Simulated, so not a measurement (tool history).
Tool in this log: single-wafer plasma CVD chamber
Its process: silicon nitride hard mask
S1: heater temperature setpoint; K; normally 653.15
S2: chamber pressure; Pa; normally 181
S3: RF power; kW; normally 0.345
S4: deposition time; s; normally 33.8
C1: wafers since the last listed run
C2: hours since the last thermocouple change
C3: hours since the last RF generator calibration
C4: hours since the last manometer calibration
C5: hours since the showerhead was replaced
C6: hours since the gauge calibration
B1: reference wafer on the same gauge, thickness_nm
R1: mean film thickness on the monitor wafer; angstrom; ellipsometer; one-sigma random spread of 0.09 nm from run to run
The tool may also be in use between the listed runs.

run 1 hour=0 | S1=653.15 S2=181 S3=0.345 S4=33.8 | C1=0 C2=2723.4 C3=376.4 C4=1328.2 C5=5464.8 C6=649.2 | B1=50.808 | R1=452.04
run 2 hour=95.6 | S1=653.15 S2=181 S3=0.345 S4=33.8 | C1=1851 C2=2819 C3=472 C4=1423.8 C5=5560.4 C6=744.8 | B1=50.815 | R1=450.89
run 3 hour=190.3 | S1=653.15 S2=181 S3=0.345 S4=33.8 | C1=1834 C2=2913.7 C3=566.7 C4=1518.5 C5=5655.1 C6=839.5 | B1=50.775 | R1=453.18
-- hour=237.7 gauge calibrated
run 4 hour=263.7 | S1=653.15 S2=181 S3=0.345 S4=33.8 | C1=1421 C2=2987.1 C3=640.1 C4=1591.9 C5=5728.5 C6=26 | B1=50.75 | R1=450.42
-- hour=301.2 capacitance manometer re-zeroed and calibrated
run 5 hour=301.7 | S1=653.15 S2=181 S3=0.345 S4=33.8 | C1=581 C2=3025.1 C3=678.1 C4=0.5 C5=5766.5 C6=64 | B1=50.786 | R1=455.55
run 6 hour=319.5 | S1=653.15 S2=181 S3=0.345 S4=33.8 | C1=344 C2=3042.9 C3=695.9 C4=18.3 C5=5784.3 C6=81.8 | B1=50.779 | R1=455.89
run 7 hour=339.3 | S1=653.15 S2=157 S3=0.345 S4=33.8 | C1=383 C2=3062.7 C3=715.7 C4=38.1 C5=5804.1 C6=101.6 | B1=50.81 | R1=436.52
run 8 hour=358.9 | S1=653.15 S2=157 S3=0.345 S4=33.8 | C1=379 C2=3082.3 C3=735.3 C4=57.7 C5=5823.7 C6=121.2 | B1=50.802 | R1=436.26
run 9 hour=379.6 | S1=653.15 S2=157 S3=0.345 S4=33.8 | C1=400 C2=3103 C3=756 C4=78.4 C5=5844.4 C6=141.9 | B1=50.826 | R1=437.04
run 10 hour=412.9 | S1=653.15 S2=181 S3=0.31 S4=33.8 | C1=645 C2=3136.3 C3=789.3 C4=111.7 C5=5877.7 C6=175.2 | B1=50.772 | R1=420.74
-- hour=436.2 capacitance manometer re-zeroed and calibrated, repeated, since the last time left the tool worse
run 11 hour=436.7 | S1=653.15 S2=181 S3=0.31 S4=33.8 | C1=306 C2=3160.1 C3=813.1 C4=0.5 C5=5901.5 C6=199 | B1=50.776 | R1=406.61
run 12 hour=455.6 | S1=653.15 S2=181 S3=0.345 S4=33.8 | C1=366 C2=3179 C3=832 C4=19.4 C5=5920.4 C6=217.9 | B1=50.792 | R1=444.7
run 13 hour=488.4 | S1=653.15 S2=181 S3=0.345 S4=33.8 | C1=635 C2=3211.8 C3=864.8 C4=52.2 C5=5953.2 C6=250.7 | B1=50.792 | R1=443.5
-- hour=504.6 RF generator calibrated
-- hour=504.8 thermocouple changed; heater temperature recalibrated
run 14 hour=522.7 | S1=666.15 S2=137 S3=0.345 S4=29 | C1=504 C2=17.9 C3=18.1 C4=86.5 C5=5987.5 C6=285 | B1=50.779 | R1=343.85
run 15 hour=553.1 | S1=653.15 S2=181 S3=0.385 S4=33.8 | C1=588 C2=48.3 C3=48.5 C4=116.9 C5=6017.9 C6=315.4 | B1=50.835 | R1=481.59
-- hour=561.1 showerhead replaced
run 16 hour=573.9 | S1=648.15 S2=181 S3=0.345 S4=30.8 | C1=248 C2=69.1 C3=69.3 C4=137.7 C5=12.8 C6=336.2 | B1=50.832 | R1=404.4
run 17 hour=592.2 | S1=642.15 S2=163 S3=0.345 S4=31 | C1=354 C2=87.4 C3=87.6 C4=156 C5=31.1 C6=354.5 | B1=50.821 | R1=393.34
run 18 hour=679 | S1=653.15 S2=181 S3=0.405 S4=28.4 | C1=1681 C2=174.2 C3=174.4 C4=242.8 C5=117.9 C6=441.3 | B1=50.819 | R1=417.98
run 19 hour=714.9 | S1=653.15 S2=161 S3=0.345 S4=33.8 | C1=695 C2=210.1 C3=210.3 C4=278.7 C5=153.8 C6=477.2 | B1=50.832 | R1=428.19
run 20 hour=743.7 | S1=653.15 S2=207 S3=0.345 S4=33.8 | C1=557 C2=238.9 C3=239.1 C4=307.5 C5=182.6 C6=506 | B1=50.8 | R1=465.29
run 21 hour=760 | S1=653.15 S2=181 S3=0.395 S4=36 | C1=315 C2=255.2 C3=255.4 C4=323.8 C5=198.9 C6=522.3 | B1=50.775 | R1=523.13
run 22 hour=785.6 | S1=639.15 S2=225 S3=0.39 S4=28.7 | C1=495 C2=280.8 C3=281 C4=349.4 C5=224.5 C6=547.9 | B1=50.833 | R1=443.36

Hidden state at the last listed run before each entry between runs and at the first one after, where it differs:
In the gap between runs 3 and 4: gauge calibrated (hour 237.7)
  true pressure above the setpoint (%): 5.66 -> 5.9
  difference, measured minus the result without the unlogged condition, R1: +7.94 -> +8.21 angstrom
In the gap between runs 4 and 5: capacitance manometer re-zeroed and calibrated (hour 301.2)
  true pressure above the setpoint (%): 5.9 -> 9.96
  difference, measured minus the result without the unlogged condition, R1: +8.21 -> +13.63 angstrom
In the gap between runs 10 and 11: capacitance manometer re-zeroed and calibrated, repeated, since the last time left the tool worse (hour 436.2)
  true pressure above the setpoint (%): 10.3 -> 0.245
  difference, measured minus the result without the unlogged condition, R1: +13.02 -> +0.33 angstrom
In the gap between runs 13 and 14: RF generator calibrated (hour 504.6); thermocouple changed; heater temperature recalibrated (hour 504.8)
  true pressure above the setpoint (%): 0.415 -> 0.528
  difference, measured minus the result without the unlogged condition, R1: +0.61 -> +0.65 angstrom
In the gap between runs 15 and 16: showerhead replaced (hour 561.1)
  true pressure above the setpoint (%): 0.627 -> 0.696
  difference, measured minus the result without the unlogged condition, R1: +0.98 -> +0.92 angstrom
